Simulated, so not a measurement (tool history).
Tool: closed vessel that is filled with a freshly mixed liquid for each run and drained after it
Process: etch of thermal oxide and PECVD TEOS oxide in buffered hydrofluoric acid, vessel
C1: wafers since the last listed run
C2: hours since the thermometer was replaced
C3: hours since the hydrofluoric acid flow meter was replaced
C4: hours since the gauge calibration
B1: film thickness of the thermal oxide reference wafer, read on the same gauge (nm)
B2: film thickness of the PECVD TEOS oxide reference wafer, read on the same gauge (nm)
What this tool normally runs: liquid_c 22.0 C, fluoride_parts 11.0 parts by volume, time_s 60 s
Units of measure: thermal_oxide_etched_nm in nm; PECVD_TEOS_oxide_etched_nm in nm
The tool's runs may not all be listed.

run 1 hour=0.0 | liquid_c=22.0 fluoride_parts=11.0 time_s=60 | C1=0 C2=1876.3 C3=1323.1 C4=156.5 | B1=50.02 B2=60.01 | thermal_oxide_etched_nm=61.82 PECVD_TEOS_oxide_etched_nm=116.07
run 2 hour=23.8 | liquid_c=22.0 fluoride_parts=11.0 time_s=60 | C1=1991 C2=1900.1 C3=1346.9 C4=180.3 | B1=49.98 B2=60.01 | thermal_oxide_etched_nm=61.07 PECVD_TEOS_oxide_etched_nm=115.51
run 3 hour=50.3 | liquid_c=23.5 fluoride_parts=11.0 time_s=60 | C1=2217 C2=1926.6 C3=1373.4 C4=206.8 | B1=50.02 B2=59.98 | thermal_oxide_etched_nm=67.00 PECVD_TEOS_oxide_etched_nm=124.23
run 4 hour=86.2 | liquid_c=23.5 fluoride_parts=11.0 time_s=60 | C1=3004 C2=1962.5 C3=1409.3 C4=242.7 | B1=49.99 B2=60.01 | thermal_oxide_etched_nm=66.48 PECVD_TEOS_oxide_etched_nm=125.43
run 5 hour=107.6 | liquid_c=22.0 fluoride_parts=11.0 time_s=60 | C1=1790 C2=1983.9 C3=1430.7 C4=264.1 | B1=50.01 B2=60.00 | thermal_oxide_etched_nm=61.60 PECVD_TEOS_oxide_etched_nm=114.55
run 6 hour=127.1 | liquid_c=22.0 fluoride_parts=11.0 time_s=60 | C1=1631 C2=2003.4 C3=1450.2 C4=283.6 | B1=50.01 B2=59.98 | thermal_oxide_etched_nm=62.22 PECVD_TEOS_oxide_etched_nm=115.26
run 7 hour=157.3 | liquid_c=19.0 fluoride_parts=11.0 time_s=60 | C1=2527 C2=2033.6 C3=1480.4 C4=313.8 | B1=49.98 B2=60.00 | thermal_oxide_etched_nm=51.91 PECVD_TEOS_oxide_etched_nm=97.34
-- hour=176.3 thermometer replaced
run 8 hour=179.0 | liquid_c=22.0 fluoride_parts=11.0 time_s=60 | C1=1732 C2=2.7 C3=1502.1 C4=335.5 | B1=50.01 B2=60.02 | thermal_oxide_etched_nm=65.16 PECVD_TEOS_oxide_etched_nm=121.36
run 9 hour=209.0 | liquid_c=22.0 fluoride_parts=11.0 time_s=40 | C1=2510 C2=32.7 C3=1532.1 C4=365.5 | B1=50.02 B2=60.00 | thermal_oxide_etched_nm=43.64 PECVD_TEOS_oxide_etched_nm=81.33
run 10 hour=241.2 | liquid_c=22.0 fluoride_parts=11.0 time_s=40 | C1=2694 C2=64.9 C3=1564.3 C4=397.7 | B1=50.00 B2=60.00 | thermal_oxide_etched_nm=43.37 PECVD_TEOS_oxide_etched_nm=81.71
run 11 hour=263.2 | liquid_c=22.0 fluoride_parts=11.0 time_s=40 | C1=1840 C2=86.9 C3=1586.3 C4=419.7 | B1=50.01 B2=59.98 | thermal_oxide_etched_nm=43.55 PECVD_TEOS_oxide_etched_nm=81.02
run 12 hour=286.7 | liquid_c=22.0 fluoride_parts=13.0 time_s=60 | C1=1966 C2=110.4 C3=1609.8 C4=443.2 | B1=50.01 B2=60.01 | thermal_oxide_etched_nm=55.59 PECVD_TEOS_oxide_etched_nm=102.54
run 13 hour=316.0 | liquid_c=24.0 fluoride_parts=11.0 time_s=60 | C1=2451 C2=139.7 C3=1639.1 C4=472.5 | B1=49.98 B2=59.99 | thermal_oxide_etched_nm=72.82 PECVD_TEOS_oxide_etched_nm=137.04
-- hour=321.1 hydrofluoric acid flow meter replaced
run 14 hour=333.2 | liquid_c=20.5 fluoride_parts=13.0 time_s=40 | C1=1355 C2=156.9 C3=12.1 C4=489.7 | B1=50.03 B2=60.00 | thermal_oxide_etched_nm=31.36 PECVD_TEOS_oxide_etched_nm=59.33
run 15 hour=365.6 | liquid_c=22.0 fluoride_parts=8.5 time_s=60 | C1=2711 C2=189.3 C3=44.5 C4=522.1 | B1=50.01 B2=60.00 | thermal_oxide_etched_nm=75.48 PECVD_TEOS_oxide_etched_nm=138.36
run 16 hour=395.7 | liquid_c=22.0 fluoride_parts=11.0 time_s=80 | C1=2518 C2=219.4 C3=74.6 C4=552.2 | B1=49.99 B2=60.01 | thermal_oxide_etched_nm=80.41 PECVD_TEOS_oxide_etched_nm=149.60
run 17 hour=424.5 | liquid_c=19.0 fluoride_parts=11.0 time_s=60 | C1=2409 C2=248.2 C3=103.4 C4=581.0 | B1=50.00 B2=60.01 | thermal_oxide_etched_nm=50.94 PECVD_TEOS_oxide_etched_nm=95.55
run 18 hour=446.1 | liquid_c=22.0 fluoride_parts=11.0 time_s=60 | C1=1807 C2=269.8 C3=125.0 C4=602.6 | B1=50.01 B2=60.01 | thermal_oxide_etched_nm=60.53 PECVD_TEOS_oxide_etched_nm=112.41
-- hour=470.6 gauge calibrated
run 19 hour=472.0 | liquid_c=24.5 fluoride_parts=12.5 time_s=90 | C1=2167 C2=295.7 C3=150.9 C4=1.4 | B1=49.98 B2=60.00 | thermal_oxide_etched_nm=91.88 PECVD_TEOS_oxide_etched_nm=171.05

Run 20 comes next. What will it give?
run 20 hour=512.5 | liquid_c=27.0 fluoride_parts=11.0 time_s=90 | C1=3388 C2=336.2 C3=191.4 C4=41.9 | B1=? B2=? | thermal_oxide_etched_nm=? PECVD_TEOS_oxide_etched_nm=?

{"run 20": {"B1": 50.02, "B2": 59.99, "thermal_oxide_etched_nm": 119.07, "PECVD_TEOS_oxide_etched_nm": 220.99}}
If the tool had no hidden condition, the same run with the same run-to-run variation would have returned thermal_oxide_etched_nm 118.65 nm, PECVD_TEOS_oxide_etched_nm 220.20 nm.

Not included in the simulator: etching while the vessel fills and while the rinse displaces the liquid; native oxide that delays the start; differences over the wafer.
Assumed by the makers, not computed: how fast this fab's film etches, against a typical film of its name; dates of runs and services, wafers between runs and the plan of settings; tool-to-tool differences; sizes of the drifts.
